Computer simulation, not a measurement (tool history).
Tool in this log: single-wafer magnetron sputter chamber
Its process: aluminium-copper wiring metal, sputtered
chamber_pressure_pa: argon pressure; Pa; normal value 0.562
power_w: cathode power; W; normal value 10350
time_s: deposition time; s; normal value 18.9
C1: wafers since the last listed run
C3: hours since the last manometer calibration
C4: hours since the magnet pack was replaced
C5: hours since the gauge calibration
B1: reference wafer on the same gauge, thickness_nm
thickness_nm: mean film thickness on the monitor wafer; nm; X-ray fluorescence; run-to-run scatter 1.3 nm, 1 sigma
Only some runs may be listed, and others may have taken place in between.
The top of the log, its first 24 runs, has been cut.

{"hour": 1776.6, "done": "sputter target and shields replaced"}
{"run": 25, "hour": 1780.8, "chamber_pressure_pa": 0.769, "power_w": 9100, "time_s": 18.9, "C1": 645, "wafers on the sputter target": 74, "C3": 695.7, "C4": 838.6, "C5": 1169.9, "B1": 391.056, "thickness_nm": 242.794}
{"run": 26, "hour": 1862.2, "chamber_pressure_pa": 0.46, "power_w": 12600, "time_s": 16.3, "C1": 1448, "wafers on the sputter target": 1522, "C3": 777.1, "C4": 920, "C5": 1251.3, "B1": 390.339, "thickness_nm": 360.272}
{"run": 27, "hour": 1920.5, "chamber_pressure_pa": 0.562, "power_w": 10350, "time_s": 18.9, "C1": 1037, "wafers on the sputter target": 2559, "C3": 835.4, "C4": 978.3, "C5": 1309.6, "B1": 391.092, "thickness_nm": 321.348}
{"run": 28, "hour": 1975.0, "chamber_pressure_pa": 0.361, "power_w": 9000, "time_s": 18.9, "C1": 969, "wafers on the sputter target": 3529, "C3": 889.9, "C4": 1032.8, "C5": 1364.1, "B1": 390.894, "thickness_nm": 342.12}
{"hour": 2040.9, "done": "gauge calibrated"}
{"run": 29, "hour": 2050.1, "chamber_pressure_pa": 0.562, "power_w": 11350, "time_s": 18.9, "C1": 1335, "wafers on the sputter target": 4865, "C3": 965, "C4": 1107.9, "C5": 9.2, "B1": 390.031, "thickness_nm": 346.738}
{"run": 30, "hour": 2133.2, "chamber_pressure_pa": 0.562, "power_w": 10350, "time_s": 18.9, "C1": 1478, "wafers on the sputter target": 6343, "C3": 1048.1, "C4": 1191, "C5": 92.3, "B1": 391.993, "thickness_nm": 319.919}
{"run": 31, "hour": 2237.1, "chamber_pressure_pa": 0.726, "power_w": 12500, "time_s": 18.9, "C1": 1848, "wafers on the sputter target": 8191, "C3": 1152, "C4": 1294.9, "C5": 196.2, "B1": 389.993, "thickness_nm": 326.184}
{"hour": 2274.1, "done": "sputter target and shields replaced"}
{"run": 32, "hour": 2291.0, "chamber_pressure_pa": 0.634, "power_w": 10350, "time_s": 18.9, "C1": 816, "wafers on the sputter target": 301, "C3": 1205.9, "C4": 1348.8, "C5": 250.1, "B1": 391.379, "thickness_nm": 299.508}
{"run": 33, "hour": 2391.7, "chamber_pressure_pa": 0.635, "power_w": 8450, "time_s": 22.1, "C1": 1791, "wafers on the sputter target": 2092, "C3": 1306.6, "C4": 1449.5, "C5": 350.8, "B1": 390.944, "thickness_nm": 295.793}

Branching from run 33: 5 alternative next runs. What would each branch give?
{"run": "A", "hour": 2392.1, "chamber_pressure_pa": 0.562, "power_w": 10350, "time_s": 22.2, "C1": 7, "wafers on the sputter target": 2099, "C3": 1307, "C4": 1449.9, "C5": 351.2, "B1": "?", "thickness_nm": "?"}
{"run": "B", "hour": 2392.1, "chamber_pressure_pa": 0.491, "power_w": 10350, "time_s": 18.9, "C1": 7, "wafers on the sputter target": 2099, "C3": 1307, "C4": 1449.9, "C5": 351.2, "B1": "?", "thickness_nm": "?"}
{"run": "C", "hour": 2392.1, "chamber_pressure_pa": 0.562, "power_w": 12050, "time_s": 17.3, "C1": 7, "wafers on the sputter target": 2099, "C3": 1307, "C4": 1449.9, "C5": 351.2, "B1": "?", "thickness_nm": "?"}
{"run": "D", "hour": 2392.1, "chamber_pressure_pa": 0.562, "power_w": 8050, "time_s": 18.9, "C1": 7, "wafers on the sputter target": 2099, "C3": 1307, "C4": 1449.9, "C5": 351.2, "B1": "?", "thickness_nm": "?"}
{"run": "E", "hour": 2392.1, "chamber_pressure_pa": 0.468, "power_w": 11250, "time_s": 21.7, "C1": 7, "wafers on the sputter target": 2099, "C3": 1307, "C4": 1449.9, "C5": 351.2, "B1": "?", "thickness_nm": "?"}

run=A B1=390.045 thickness_nm=374.526
run=B B1=390.045 thickness_nm=340.636
run=C B1=390.045 thickness_nm=332.902
run=D B1=390.045 thickness_nm=258.191
run=E B1=390.045 thickness_nm=429.472
Take away the tool's hidden state, keep each run's random variation, and the runs would have read:
run=A thickness_nm=382.857
run=B thickness_nm=346.728
run=C thickness_nm=340.307
run=D thickness_nm=263.934
run=E thickness_nm=436.526
